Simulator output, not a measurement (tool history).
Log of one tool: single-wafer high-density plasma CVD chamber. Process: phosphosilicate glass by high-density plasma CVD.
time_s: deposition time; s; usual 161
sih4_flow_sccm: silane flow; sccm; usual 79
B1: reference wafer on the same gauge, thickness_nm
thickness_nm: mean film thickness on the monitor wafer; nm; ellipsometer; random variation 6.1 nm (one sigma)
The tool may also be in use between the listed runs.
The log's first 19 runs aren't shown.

{"run": 20, "hour": 959.9, "time_s": 161, "sih4_flow_sccm": 79, "B1": 1419.517, "thickness_nm": 1378.508}
{"run": 21, "hour": 1011.4, "time_s": 148, "sih4_flow_sccm": 73, "B1": 1420.68, "thickness_nm": 1180.843}
{"run": 22, "hour": 1065.2, "time_s": 161, "sih4_flow_sccm": 79, "B1": 1419.122, "thickness_nm": 1388.74}
{"run": 23, "hour": 1131.6, "time_s": 145, "sih4_flow_sccm": 95, "B1": 1420.101, "thickness_nm": 1461.117}
{"run": 24, "hour": 1179.8, "time_s": 174, "sih4_flow_sccm": 79, "B1": 1419.529, "thickness_nm": 1493.745}
{"run": 25, "hour": 1256.3, "time_s": 136, "sih4_flow_sccm": 90, "B1": 1419.439, "thickness_nm": 1288.502}
{"run": 26, "hour": 1313.0, "time_s": 161, "sih4_flow_sccm": 79, "B1": 1419.715, "thickness_nm": 1375.152}
{"run": 27, "hour": 1365.8, "time_s": 173, "sih4_flow_sccm": 69, "B1": 1419.457, "thickness_nm": 1321.106}
{"run": 28, "hour": 1423.0, "time_s": 175, "sih4_flow_sccm": 79, "B1": 1420.817, "thickness_nm": 1505.693}
{"run": 29, "hour": 1487.8, "time_s": 138, "sih4_flow_sccm": 68, "B1": 1420.386, "thickness_nm": 1047.997}
{"run": 30, "hour": 1658.6, "time_s": 161, "sih4_flow_sccm": 79, "B1": 1418.951, "thickness_nm": 1383.167}

4 ways to go on from here, each from the tool as it stands after run 30. What would each give?
{"run": "A", "hour": 1659.0, "time_s": 161, "sih4_flow_sccm": 79, "B1": "?", "thickness_nm": "?"}
{"run": "B", "hour": 1659.0, "time_s": 174, "sih4_flow_sccm": 91, "B1": "?", "thickness_nm": "?"}
{"run": "C", "hour": 1659.0, "time_s": 161, "sih4_flow_sccm": 92, "B1": "?", "thickness_nm": "?"}
{"run": "D", "hour": 1659.0, "time_s": 135, "sih4_flow_sccm": 93, "B1": "?", "thickness_nm": "?"}

run=A B1=1419.293 thickness_nm=1388.330
run=B B1=1419.293 thickness_nm=1691.718
run=C B1=1419.293 thickness_nm=1580.075
run=D B1=1419.293 thickness_nm=1337.275
Without the tool's hidden state the same runs would have given:
run=A thickness_nm=1383.502
run=B thickness_nm=1685.835
run=C thickness_nm=1574.581
run=D thickness_nm=1332.625

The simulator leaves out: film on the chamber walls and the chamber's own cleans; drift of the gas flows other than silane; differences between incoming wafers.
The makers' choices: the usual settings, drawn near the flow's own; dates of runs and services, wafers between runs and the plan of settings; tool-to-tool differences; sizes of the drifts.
